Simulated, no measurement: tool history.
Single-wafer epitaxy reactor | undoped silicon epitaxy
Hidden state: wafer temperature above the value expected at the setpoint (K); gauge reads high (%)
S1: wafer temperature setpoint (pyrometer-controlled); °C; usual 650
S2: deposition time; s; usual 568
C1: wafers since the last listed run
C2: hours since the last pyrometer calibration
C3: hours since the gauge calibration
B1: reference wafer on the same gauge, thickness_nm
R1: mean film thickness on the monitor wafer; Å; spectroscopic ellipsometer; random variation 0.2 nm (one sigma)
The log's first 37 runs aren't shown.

| run | hour | S1 | S2 | C1 | C2 | C3 | B1 | R1 |
|---|---|---|---|---|---|---|---|---|
| 38 | 956.3 | 662 | 616 | 90 | 66.3 | 143.6 | 104.365 | 1265.5 |
| 39 | 975.7 | 650 | 568 | 77 | 85.7 | 163 | 104.286 | 905.1 |
| 40 | 990.9 | 655 | 645 | 60 | 100.9 | 178.2 | 104.348 | 1140.74 |
| 41 | 1003.3 | 659 | 568 | 49 | 113.3 | 190.6 | 104.224 | 1093.46 |
| 42 | 1079.3 | 650 | 568 | 302 | 189.3 | 266.6 | 104.302 | 907.86 |
| 43 | 1091.9 | 661 | 483 | 50 | 201.9 | 279.2 | 104.279 | 969.5 |
| 44 | 1113.4 | 650 | 568 | 85 | 223.4 | 300.7 | 104.384 | 910.96 |
| 45 | 1142.4 | 644 | 491 | 115 | 252.4 | 329.7 | 104.338 | 688.61 |
| 46 | 1171.5 | 650 | 568 | 115 | 281.5 | 358.8 | 104.229 | 909.77 |
| 47 | 1202.6 | 636 | 612 | 123 | 312.6 | 389.9 | 104.26 | 724.13 |

4 ways to go on from here, each from the tool as it stands after run 47. What would each give?
| A | 1203.2 | 650 | 568 | 2 | 313.2 | 390.5 | ? | ? |
| B | 1203.2 | 642 | 605 | 2 | 313.2 | 390.5 | ? | ? |
| C | 1203.2 | 650 | 623 | 2 | 313.2 | 390.5 | ? | ? |
| D | 1203.2 | 658 | 654 | 2 | 313.2 | 390.5 | ? | ? |

| run | B1 | R1 |
|---|---|---|
| A | 104.215 | 906.78 |
| B | 104.215 | 813.3 |
| C | 104.215 | 994.58 |
| D | 104.215 | 1236.32 |
Without the tool's hidden state the same runs would have given:
| run | R1 |
|---|---|
| A | 907.42 |
| B | 813.89 |
| C | 995.29 |
| D | 1237.19 |

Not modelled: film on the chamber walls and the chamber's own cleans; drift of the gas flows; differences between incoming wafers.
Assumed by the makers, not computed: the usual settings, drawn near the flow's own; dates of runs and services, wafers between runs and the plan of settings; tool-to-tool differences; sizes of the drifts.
